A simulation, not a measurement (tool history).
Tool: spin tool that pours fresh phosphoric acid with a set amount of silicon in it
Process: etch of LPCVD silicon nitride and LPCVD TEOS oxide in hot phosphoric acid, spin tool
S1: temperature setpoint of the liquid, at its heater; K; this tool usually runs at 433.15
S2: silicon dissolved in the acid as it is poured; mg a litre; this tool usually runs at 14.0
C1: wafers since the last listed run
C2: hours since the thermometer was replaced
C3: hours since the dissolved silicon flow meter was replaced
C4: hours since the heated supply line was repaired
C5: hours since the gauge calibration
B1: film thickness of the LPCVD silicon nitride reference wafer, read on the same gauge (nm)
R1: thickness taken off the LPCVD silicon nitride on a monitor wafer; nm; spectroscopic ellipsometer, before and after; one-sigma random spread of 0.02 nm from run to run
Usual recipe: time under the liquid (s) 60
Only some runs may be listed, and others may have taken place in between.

run 1 hour=0.0 | S1=430.65 S2=14.0 time_under_the_liquid_(s)=60 | C1=0 C2=770.7 C3=1946.4 C4=1087.2 C5=87.6 | B1=90.001 | R1=4.656
run 2 hour=6.7 | S1=430.65 S2=14.0 time_under_the_liquid_(s)=60 | C1=80 C2=777.4 C3=1953.1 C4=1093.9 C5=94.3 | B1=89.995 | R1=4.691
run 3 hour=19.5 | S1=430.65 S2=14.0 time_under_the_liquid_(s)=60 | C1=153 C2=790.2 C3=1965.9 C4=1106.7 C5=107.1 | B1=90.005 | R1=4.673
run 4 hour=37.3 | S1=433.15 S2=14.0 time_under_the_liquid_(s)=60 | C1=213 C2=808.0 C3=1983.7 C4=1124.5 C5=124.9 | B1=90.002 | R1=5.086
run 5 hour=47.5 | S1=433.15 S2=14.0 time_under_the_liquid_(s)=60 | C1=122 C2=818.2 C3=1993.9 C4=1134.7 C5=135.1 | B1=90.011 | R1=5.062
-- hour=50.8 gauge calibrated
run 6 hour=64.0 | S1=433.15 S2=14.0 time_under_the_liquid_(s)=60 | C1=197 C2=834.7 C3=2010.4 C4=1151.2 C5=13.2 | B1=89.997 | R1=5.110
-- hour=69.8 dissolved silicon flow meter replaced
run 7 hour=75.0 | S1=433.15 S2=14.0 time_under_the_liquid_(s)=60 | C1=119 C2=845.7 C3=5.2 C4=1162.2 C5=24.2 | B1=89.987 | R1=5.072
-- hour=76.3 heated supply line repaired
run 8 hour=87.0 | S1=435.65 S2=14.0 time_under_the_liquid_(s)=60 | C1=131 C2=857.7 C3=17.2 C4=10.7 C5=36.2 | B1=89.993 | R1=5.570
run 9 hour=102.1 | S1=433.15 S2=14.0 time_under_the_liquid_(s)=90 | C1=180 C2=872.8 C3=32.3 C4=25.8 C5=51.3 | B1=89.988 | R1=7.622
run 10 hour=110.8 | S1=433.15 S2=14.0 time_under_the_liquid_(s)=60 | C1=104 C2=881.5 C3=41.0 C4=34.5 C5=60.0 | B1=89.985 | R1=5.116
-- hour=118.3 thermometer replaced
run 11 hour=126.5 | S1=431.15 S2=14.0 time_under_the_liquid_(s)=75 | C1=176 C2=8.2 C3=56.7 C4=50.2 C5=75.7 | B1=89.993 | R1=5.487
run 12 hour=133.8 | S1=430.15 S2=14.0 time_under_the_liquid_(s)=45 | C1=87 C2=15.5 C3=64.0 C4=57.5 C5=83.0 | B1=89.995 | R1=3.197
run 13 hour=141.0 | S1=433.15 S2=14.0 time_under_the_liquid_(s)=60 | C1=86 C2=22.7 C3=71.2 C4=64.7 C5=90.2 | B1=90.003 | R1=4.726
run 14 hour=158.7 | S1=435.15 S2=14.0 time_under_the_liquid_(s)=60 | C1=211 C2=40.4 C3=88.9 C4=82.4 C5=107.9 | B1=90.010 | R1=5.065

Measured less the same run without the tool's hidden state. The same run-to-run variation is in both; the gauge's scatter may not be:
The hidden state here: liquid hotter than its thermometer reads (K); dissolved silicon flow below the setpoint (%); temperature lost on the way to the wafer (K); gauge reads high (%).
run=1 R1=+0.333
run=2 R1=+0.339
run=3 R1=+0.342
run=4 R1=+0.376
run=5 R1=+0.379
run=6 R1=+0.389
run=7 R1=+0.391
run=8 R1=+0.431
run=9 R1=+0.606
run=10 R1=+0.409
run=11 R1=+0.017
run=12 R1=+0.012
run=13 R1=+0.020
run=14 R1=+0.030
